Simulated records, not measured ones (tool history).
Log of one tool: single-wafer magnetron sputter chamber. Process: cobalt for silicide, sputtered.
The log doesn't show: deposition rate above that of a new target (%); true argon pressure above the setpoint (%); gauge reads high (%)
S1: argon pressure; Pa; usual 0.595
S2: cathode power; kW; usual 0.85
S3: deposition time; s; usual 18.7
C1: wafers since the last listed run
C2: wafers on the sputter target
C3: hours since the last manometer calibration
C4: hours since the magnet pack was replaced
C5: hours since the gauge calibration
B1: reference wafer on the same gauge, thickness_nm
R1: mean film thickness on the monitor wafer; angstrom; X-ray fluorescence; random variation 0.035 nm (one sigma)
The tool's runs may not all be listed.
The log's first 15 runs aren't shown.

{"run": 16, "hour": 1008.8, "S1": 0.595, "S2": 0.85, "S3": 18.7, "C1": 1686, "C2": 2531, "C3": 1779.8, "C4": 11239.3, "C5": 2646.8, "B1": 6.6, "R1": 70.81}
{"run": 17, "hour": 1088.7, "S1": 0.595, "S2": 0.95, "S3": 18.7, "C1": 1315, "C2": 3846, "C3": 1859.7, "C4": 11319.2, "C5": 2726.7, "B1": 6.61, "R1": 78.82}
{"run": 18, "hour": 1196.0, "S1": 0.595, "S2": 0.85, "S3": 18.7, "C1": 1765, "C2": 5612, "C3": 1967, "C4": 11426.5, "C5": 2834, "B1": 6.602, "R1": 69.21}
{"run": 19, "hour": 1248.0, "S1": 0.595, "S2": 0.85, "S3": 18.7, "C1": 855, "C2": 6468, "C3": 2019, "C4": 11478.5, "C5": 2886, "B1": 6.601, "R1": 68.61}
{"hour": 1256.5, "done": "gauge calibrated"}
{"hour": 1292.5, "done": "sputter target and shields replaced"}
{"run": 20, "hour": 1320.6, "S1": 0.595, "S2": 0.85, "S3": 18.7, "C1": 1063, "C2": 462, "C3": 2091.6, "C4": 11551.1, "C5": 64.1, "B1": 6.594, "R1": 70.59}
{"run": 21, "hour": 1395.5, "S1": 0.762, "S2": 0.7, "S3": 20.2, "C1": 1232, "C2": 1695, "C3": 2166.5, "C4": 11626, "C5": 139, "B1": 6.612, "R1": 59.65}
{"run": 22, "hour": 1463.6, "S1": 0.595, "S2": 0.85, "S3": 18.7, "C1": 1120, "C2": 2815, "C3": 2234.6, "C4": 11694.1, "C5": 207.1, "B1": 6.603, "R1": 70.35}
{"hour": 1684.9, "done": "capacitance manometer re-zeroed and calibrated"}
{"run": 23, "hour": 1738.1, "S1": 0.829, "S2": 0.85, "S3": 22.3, "C1": 4386, "C2": 7202, "C3": 53.2, "C4": 11968.6, "C5": 481.6, "B1": 6.612, "R1": 76.87}
{"hour": 1781.1, "done": "sputter target and shields replaced"}
{"hour": 1785.6, "done": "magnet pack replaced"}
{"run": 24, "hour": 1822.6, "S1": 0.595, "S2": 0.85, "S3": 18.7, "C1": 1184, "C2": 609, "C3": 137.7, "C4": 37, "C5": 566.1, "B1": 6.601, "R1": 72.84}
{"run": 25, "hour": 1866.2, "S1": 0.595, "S2": 0.85, "S3": 21.8, "C1": 717, "C2": 1326, "C3": 181.3, "C4": 80.6, "C5": 609.7, "B1": 6.599, "R1": 84.83}
{"run": 26, "hour": 1939.9, "S1": 0.595, "S2": 0.85, "S3": 18.7, "C1": 1212, "C2": 2539, "C3": 255, "C4": 154.3, "C5": 683.4, "B1": 6.597, "R1": 72.7}
{"run": 27, "hour": 2004.9, "S1": 0.595, "S2": 0.85, "S3": 18.7, "C1": 1069, "C2": 3609, "C3": 320, "C4": 219.3, "C5": 748.4, "B1": 6.605, "R1": 71.51}

Run 28 comes next. What will it give?
{"run": 28, "hour": 2054.7, "S1": 0.595, "S2": 0.9, "S3": 18.7, "C1": 819, "C2": 4429, "C3": 369.8, "C4": 269.1, "C5": 798.2, "B1": "?", "R1": "?"}

{"run 28": {"B1": 6.599, "R1": 75.27}}
Without the tool's hidden state the same run would have given R1 77.5 angstrom.
